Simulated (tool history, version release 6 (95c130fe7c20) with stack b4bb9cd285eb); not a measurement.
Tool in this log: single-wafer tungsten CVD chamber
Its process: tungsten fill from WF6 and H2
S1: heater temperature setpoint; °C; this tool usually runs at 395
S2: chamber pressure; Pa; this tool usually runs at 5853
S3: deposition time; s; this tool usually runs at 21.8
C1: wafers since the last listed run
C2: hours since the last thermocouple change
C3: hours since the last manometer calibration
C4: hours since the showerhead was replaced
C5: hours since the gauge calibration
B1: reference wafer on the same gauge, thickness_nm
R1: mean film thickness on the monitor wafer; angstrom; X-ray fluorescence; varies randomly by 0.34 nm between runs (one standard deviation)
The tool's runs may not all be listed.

| run | day | S1 | S2 | S3 | C1 | C2 | C3 | C4 | C5 | B1 | R1 |
|---|---|---|---|---|---|---|---|---|---|---|---|
| 1 | 0.000 | 386 | 5853 | 25.0 | 0 | 40.8 | 122.9 | 5495.9 | 956.3 | 70.434 | 689.32 |
| 2 | 3.288 | 395 | 5853 | 21.8 | 2588 | 119.7 | 201.8 | 5574.8 | 1035.2 | 70.435 | 735.18 |
| 3 | 7.658 | 395 | 5853 | 21.8 | 3440 | 224.6 | 306.7 | 5679.7 | 1140.1 | 70.397 | 735.27 |
| 4 | 10.400 | 395 | 5853 | 21.8 | 2158 | 290.4 | 372.5 | 5745.5 | 1205.9 | 70.534 | 737.02 |
| 5 | 13.871 | 395 | 5853 | 21.8 | 2732 | 373.7 | 455.8 | 5828.8 | 1289.2 | 70.600 | 746.41 |
| 6 | 17.929 | 405 | 5853 | 21.8 | 3194 | 471.1 | 553.2 | 5926.2 | 1386.6 | 70.631 | 917.51 |
| 7 | 21.792 | 395 | 5853 | 21.8 | 3040 | 563.8 | 645.9 | 6018.9 | 1479.3 | 70.468 | 740.70 |
| 8 | 24.579 | 395 | 5853 | 24.5 | 2194 | 630.7 | 712.8 | 6085.8 | 1546.2 | 70.517 | 845.09 |
|  | 28.633 | capacitance manometer re-zeroed and calibrated, repeated, since the last time left the tool worse |
| 9 | 28.654 | 395 | 5853 | 24.5 | 2945 | 728.5 | 0.5 | 6183.6 | 1644.0 | 70.484 | 888.00 |
| 10 | 31.800 | 395 | 5853 | 21.8 | 2476 | 804.0 | 76.0 | 6259.1 | 1719.5 | 70.546 | 784.57 |
| 11 | 34.725 | 395 | 5853 | 21.8 | 2302 | 874.2 | 146.2 | 6329.3 | 1789.7 | 70.429 | 788.37 |
| 12 | 36.796 | 395 | 5853 | 21.8 | 1630 | 923.9 | 195.9 | 6379.0 | 1839.4 | 70.380 | 784.66 |
| 13 | 40.325 | 395 | 5853 | 21.8 | 2778 | 1008.6 | 280.6 | 6463.7 | 1924.1 | 70.443 | 791.50 |
| 14 | 42.671 | 395 | 7266 | 22.9 | 1846 | 1064.9 | 336.9 | 6520.0 | 1980.4 | 70.481 | 953.49 |
| 15 | 44.312 | 405 | 6559 | 20.0 | 1292 | 1104.3 | 376.3 | 6559.4 | 2019.8 | 70.384 | 964.84 |
|  | 45.038 | thermocouple changed; heater temperature recalibrated |
|  | 46.712 | showerhead replaced |
| 16 | 47.212 | 395 | 5853 | 21.8 | 1758 | 52.2 | 445.9 | 12.0 | 2089.4 | 70.417 | 799.58 |
| 17 | 52.246 | 395 | 5853 | 21.8 | 3962 | 173.0 | 566.7 | 132.8 | 2210.2 | 70.443 | 797.95 |
| 18 | 54.275 | 405 | 6919 | 23.4 | 1597 | 221.7 | 615.4 | 181.5 | 2258.9 | 70.501 | 1178.60 |
|  | 54.858 | gauge calibrated |
| 19 | 57.317 | 409 | 7053 | 21.8 | 2394 | 294.7 | 688.4 | 254.5 | 59.0 | 70.488 | 1198.61 |
| 20 | 61.675 | 395 | 6733 | 21.8 | 3431 | 399.3 | 793.0 | 359.1 | 163.6 | 70.592 | 877.21 |
| 21 | 74.133 | 395 | 5853 | 19.4 | 9807 | 698.3 | 1092.0 | 658.1 | 462.6 | 70.467 | 721.62 |
| 22 | 76.729 | 395 | 5853 | 25.0 | 2043 | 760.6 | 1154.3 | 720.4 | 524.9 | 70.514 | 928.46 |
| 23 | 83.733 | 395 | 6786 | 21.8 | 5514 | 928.7 | 1322.4 | 888.5 | 693.0 | 70.568 | 895.97 |
| 24 | 85.696 | 395 | 5853 | 21.8 | 1544 | 975.8 | 1369.5 | 935.6 | 740.1 | 70.419 | 814.66 |
|  | 89.238 | capacitance manometer re-zeroed and calibrated |
|  | 89.817 | thermocouple changed; heater temperature recalibrated |
| 25 | 90.167 | 395 | 6879 | 21.8 | 2994 | 8.4 | 22.3 | 1042.9 | 847.4 | 70.644 | 873.06 |
| 26 | 93.588 | 401 | 6253 | 21.8 | 2693 | 90.5 | 104.4 | 1125.0 | 929.5 | 70.518 | 938.83 |
| 27 | 96.358 | 395 | 6426 | 21.8 | 2181 | 157.0 | 170.9 | 1191.5 | 996.0 | 70.523 | 842.33 |
| 28 | 99.654 | 395 | 5853 | 24.5 | 2594 | 236.1 | 250.0 | 1270.6 | 1075.1 | 70.495 | 892.72 |
| 29 | 103.612 | 395 | 5853 | 20.5 | 3116 | 331.1 | 345.0 | 1365.6 | 1170.1 | 70.578 | 748.08 |
| 30 | 107.425 | 395 | 5853 | 21.8 | 3001 | 422.6 | 436.5 | 1457.1 | 1261.6 | 70.452 | 800.10 |
| 31 | 109.038 | 401 | 7146 | 21.8 | 1269 | 461.3 | 475.2 | 1495.8 | 1300.3 | 70.508 | 1025.55 |
| 32 | 112.283 | 395 | 5853 | 21.8 | 2555 | 539.2 | 553.1 | 1573.7 | 1378.2 | 70.633 | 803.86 |
| 33 | 115.179 | 406 | 6333 | 21.8 | 2279 | 608.7 | 622.6 | 1643.2 | 1447.7 | 70.543 | 1057.81 |
| 34 | 119.375 | 403 | 5853 | 21.8 | 3303 | 709.4 | 723.3 | 1743.9 | 1548.4 | 70.463 | 954.16 |

Subtracting, for every run, the result it would have given without the tool's unlogged condition from the measured result gives the following. The same run-to-run variation enters both numbers; the gauge's scatter may not:
Hidden state present: wafer temperature above the value expected at the setpoint (K); true pressure above the setpoint (%); gauge reads high (%).
| run | R1 |
|---|---|
| 1 | -50.58 |
| 2 | -51.76 |
| 3 | -48.87 |
| 4 | -47.19 |
| 5 | -45.51 |
| 6 | -52.69 |
| 7 | -40.06 |
| 8 | -43.68 |
| 9 | +1.19 |
| 10 | +2.80 |
| 11 | +4.42 |
| 12 | +5.53 |
| 13 | +7.51 |
| 14 | +10.31 |
| 15 | +11.49 |
| 16 | +11.36 |
| 17 | +14.05 |
| 18 | +21.76 |
| 19 | +24.50 |
| 20 | +20.39 |
| 21 | +23.06 |
| 22 | +31.21 |
| 23 | +33.20 |
| 24 | +32.00 |
| 25 | +4.71 |
| 26 | +7.43 |
| 27 | +8.28 |
| 28 | +10.79 |
| 29 | +11.06 |
| 30 | +13.90 |
| 31 | +18.41 |
| 32 | +16.57 |
| 33 | +23.75 |
| 34 | +24.13 |
